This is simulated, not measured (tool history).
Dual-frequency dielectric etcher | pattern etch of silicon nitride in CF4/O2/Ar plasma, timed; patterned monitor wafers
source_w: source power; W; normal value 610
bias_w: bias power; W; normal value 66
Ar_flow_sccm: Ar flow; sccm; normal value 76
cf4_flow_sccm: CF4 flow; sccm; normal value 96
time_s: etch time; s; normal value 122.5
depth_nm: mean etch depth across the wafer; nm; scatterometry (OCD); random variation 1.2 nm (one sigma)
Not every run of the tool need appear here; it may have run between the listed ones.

| run | hour | source_w | bias_w | Ar_flow_sccm | cf4_flow_sccm | time_s | wafers since the last listed run | hours since the last wet clean | hours since the last source power generator calibration | hours since the last bias power generator calibration | hours since the last Ar flow controller change | hours since the last CF4 flow controller change | hours since the last upper electrode change | hours since the gauge calibration | read-back reference wafer on the same gauge, depth_nm | depth_nm |
|---|---|---|---|---|---|---|---|---|---|---|---|---|---|---|---|---|
| 1 | 0 | 610 | 66 | 76 | 96 | 122.5 | 0 | 200 | 1876.1 | 2557 | 4237 | 5154.5 | 3744.8 | 1563.8 | 384.6 | 330.3 |
| 2 | 60.5 | 610 | 66 | 76 | 96 | 122.5 | 612 | 260.5 | 1936.6 | 2617.5 | 4297.5 | 5215 | 3805.3 | 1624.3 | 383.6 | 330.8 |
| 3 | 117.3 | 700 | 66 | 76 | 96 | 122.5 | 575 | 317.3 | 1993.4 | 2674.3 | 4354.3 | 5271.8 | 3862.1 | 1681.1 | 384.3 | 383.8 |
| 4 | 156.8 | 700 | 66 | 76 | 96 | 122.5 | 399 | 356.8 | 2032.9 | 2713.8 | 4393.8 | 5311.3 | 3901.6 | 1720.6 | 384.9 | 383.8 |
|  | 207.4 | Ar flow controller replaced |
|  | 255.9 | wet clean of the chamber |
|  | 261.3 | CF4 flow controller replaced |
| 5 | 261.8 | 610 | 66 | 76 | 96 | 104.5 | 704 | 5.9 | 2137.9 | 2818.8 | 54.4 | 0.5 | 4006.6 | 1825.6 | 384.5 | 283.1 |
| 6 | 274.6 | 610 | 55 | 76 | 96 | 122.5 | 129 | 18.7 | 2150.7 | 2831.6 | 67.2 | 13.3 | 4019.4 | 1838.4 | 384.9 | 307.8 |
|  | 303.2 | upper electrode replaced |
| 7 | 363.8 | 610 | 66 | 76 | 96 | 122.5 | 660 | 107.9 | 2239.9 | 2920.8 | 156.4 | 102.5 | 60.6 | 1927.6 | 385.9 | 331.3 |
|  | 410.5 | source power generator calibrated |
| 8 | 454.1 | 510 | 66 | 76 | 103 | 154.5 | 873 | 198.2 | 43.6 | 3011.1 | 246.7 | 192.8 | 150.9 | 2017.9 | 386 | 349.6 |
|  | 478.4 | gauge calibrated |
| 9 | 501.8 | 530 | 66 | 76 | 96 | 122.5 | 482 | 245.9 | 91.3 | 3058.8 | 294.4 | 240.5 | 198.6 | 23.4 | 378.7 | 281.3 |
| 10 | 585.7 | 610 | 66 | 76 | 79 | 122.5 | 849 | 329.8 | 175.2 | 3142.7 | 378.3 | 324.4 | 282.5 | 107.3 | 379.1 | 314.7 |
| 11 | 635.1 | 610 | 66 | 76 | 96 | 122.5 | 500 | 379.2 | 224.6 | 3192.1 | 427.7 | 373.8 | 331.9 | 156.7 | 378.9 | 326.3 |
|  | 671.3 | bias power generator calibrated |
|  | 719.2 | wet clean of the chamber |
| 12 | 719.7 | 550 | 77 | 91 | 96 | 107 | 572 | 0.5 | 309.2 | 48.4 | 512.3 | 458.4 | 416.5 | 241.3 | 379.1 | 268.1 |
| 13 | 745.6 | 610 | 66 | 76 | 96 | 122.5 | 262 | 26.4 | 335.1 | 74.3 | 538.2 | 484.3 | 442.4 | 267.2 | 379.6 | 326.6 |
| 14 | 801.7 | 610 | 66 | 76 | 96 | 122.5 | 567 | 82.5 | 391.2 | 130.4 | 594.3 | 540.4 | 498.5 | 323.3 | 379.6 | 324.4 |
| 15 | 904.1 | 610 | 66 | 85 | 111 | 122.5 | 1036 | 184.9 | 493.6 | 232.8 | 696.7 | 642.8 | 600.9 | 425.7 | 380.2 | 327.6 |
| 16 | 976.8 | 610 | 66 | 65 | 85 | 122.5 | 735 | 257.6 | 566.3 | 305.5 | 769.4 | 715.5 | 673.6 | 498.4 | 380.4 | 329.2 |
| 17 | 1024.3 | 610 | 66 | 76 | 96 | 122.5 | 480 | 305.1 | 613.8 | 353 | 816.9 | 763 | 721.1 | 545.9 | 379.9 | 328 |
| 18 | 1124.3 | 530 | 66 | 76 | 96 | 138.5 | 1012 | 405.1 | 713.8 | 453 | 916.9 | 863 | 821.1 | 645.9 | 380.6 | 319.4 |
| 19 | 1217.3 | 690 | 66 | 76 | 87 | 122.5 | 941 | 498.1 | 806.8 | 546 | 1009.9 | 956 | 914.1 | 738.9 | 380.1 | 367 |
|  | 1309.3 | wet clean of the chamber |
| 20 | 1309.8 | 610 | 66 | 68 | 83 | 122.5 | 693 | 0.5 | 899.3 | 638.5 | 1102.4 | 1048.5 | 1006.6 | 831.4 | 381.5 | 326.1 |
| 21 | 1357.1 | 610 | 56 | 76 | 96 | 122.5 | 478 | 47.8 | 946.6 | 685.8 | 1149.7 | 1095.8 | 1053.9 | 878.7 | 381.4 | 307.8 |

4 ways to go on from here, each from the tool as it stands after run 21. What would each give?
| A | 1357.6 | 610 | 66 | 76 | 78 | 122.5 | 5 | 48.3 | 947.1 | 686.3 | 1150.2 | 1096.3 | 1054.4 | 879.2 | ? | ? |
| B | 1357.6 | 610 | 66 | 67 | 88 | 122.5 | 5 | 48.3 | 947.1 | 686.3 | 1150.2 | 1096.3 | 1054.4 | 879.2 | ? | ? |
| C | 1357.6 | 610 | 73 | 76 | 96 | 102.5 | 5 | 48.3 | 947.1 | 686.3 | 1150.2 | 1096.3 | 1054.4 | 879.2 | ? | ? |
| D | 1357.6 | 610 | 60 | 76 | 96 | 122.5 | 5 | 48.3 | 947.1 | 686.3 | 1150.2 | 1096.3 | 1054.4 | 879.2 | ? | ? |

| run | read-back reference wafer on the same gauge, depth_nm | depth_nm |
|---|---|---|
| A | 381.5 | 316.6 |
| B | 381.5 | 329.9 |
| C | 381.5 | 287.5 |
| D | 381.5 | 316.6 |
With no hidden state in the tool, these same runs would have given:
| run | depth_nm |
|---|---|
| A | 314.5 |
| B | 327.7 |
| C | 285.6 |
| D | 314.5 |

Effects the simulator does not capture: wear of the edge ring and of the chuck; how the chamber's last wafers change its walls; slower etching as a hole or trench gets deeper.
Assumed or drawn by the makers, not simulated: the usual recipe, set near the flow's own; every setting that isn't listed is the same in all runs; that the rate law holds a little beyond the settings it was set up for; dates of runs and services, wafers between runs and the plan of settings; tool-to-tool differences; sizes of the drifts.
